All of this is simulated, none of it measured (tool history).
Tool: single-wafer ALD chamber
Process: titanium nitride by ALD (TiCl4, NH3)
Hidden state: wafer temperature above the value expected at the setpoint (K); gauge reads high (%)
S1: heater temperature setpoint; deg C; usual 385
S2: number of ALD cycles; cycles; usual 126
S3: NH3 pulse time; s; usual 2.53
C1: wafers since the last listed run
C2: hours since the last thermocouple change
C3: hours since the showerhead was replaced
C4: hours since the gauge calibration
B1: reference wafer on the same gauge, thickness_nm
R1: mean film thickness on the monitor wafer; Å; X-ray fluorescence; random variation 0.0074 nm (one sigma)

run,day,S1,S2,S3,C1,C2,C3,C4,B1,R1
1,0,385,126,2.53,0,1280.9,4320.3,431.5,2.56,29.5
2,1.104,385,126,2.53,40,1307.4,4346.8,458,2.559,29.39
3,3.421,385,126,2.53,84,1363,4402.4,513.6,2.562,29.59
4,5.238,385,126,2.53,66,1406.6,4446,557.2,2.56,29.47
5,7.488,385,119,2.53,82,1460.6,4500,611.2,2.56,27.77
6,10.275,385,119,2.53,101,1527.5,4566.9,678.1,2.561,27.81
7,11.679,385,119,2.53,51,1561.2,4600.6,711.8,2.559,27.81
8,13.021,385,126,2.53,48,1593.4,4632.8,744,2.559,29.45
9,15.692,385,126,2.53,97,1657.5,4696.9,808.1,2.56,29.43
# day 15.783: gauge calibrated
10,17.688,385,126,3.32,72,1705.4,4744.8,45.7,2.559,29.95
# day 19.196: showerhead replaced
11,19.554,385,126,2.22,55,1750.2,8.6,90.5,2.561,29.18
12,20.825,385,126,2.22,46,1780.7,39.1,121,2.561,29.11
13,21.971,385,126,1.73,41,1808.2,66.6,148.5,2.561,28.43
14,23.579,374,126,1.52,58,1846.8,105.2,187.1,2.559,27.17
15,25.075,385,126,2.53,54,1882.7,141.1,223,2.561,29.51
16,26.867,379,109,3.16,65,1925.7,184.1,266,2.559,25.7
17,29.583,385,103,2.53,99,1990.9,249.3,331.2,2.559,24.06
18,32.021,400,147,2.53,88,2049.4,307.8,389.7,2.559,34.87
19,33.8,376,126,2.53,64,2092.1,350.5,432.4,2.564,29.21
# day 35.417: thermocouple changed; heater temperature recalibrated
20,35.433,370,143,3.47,47,0.4,389.7,471.6,2.56,33.64
21,37.496,378,142,2.53,75,49.9,439.2,521.1,2.56,33
22,39,385,126,2.53,54,86,475.3,557.2,2.561,29.45
23,41.358,385,126,2.53,86,142.6,531.9,613.8,2.559,29.4
24,42.604,381,116,3.16,45,172.5,561.8,643.7,2.559,27.44
25,44.929,392,101,1.92,84,228.3,617.6,699.5,2.562,23.3
26,47.083,390,138,2.53,78,280,669.3,751.2,2.559,32.43

What the log doesn't show, run by run:
wafer temperature above the value expected at the setpoint (K): 0 in every run
gauge reads high (%): 0 in every run
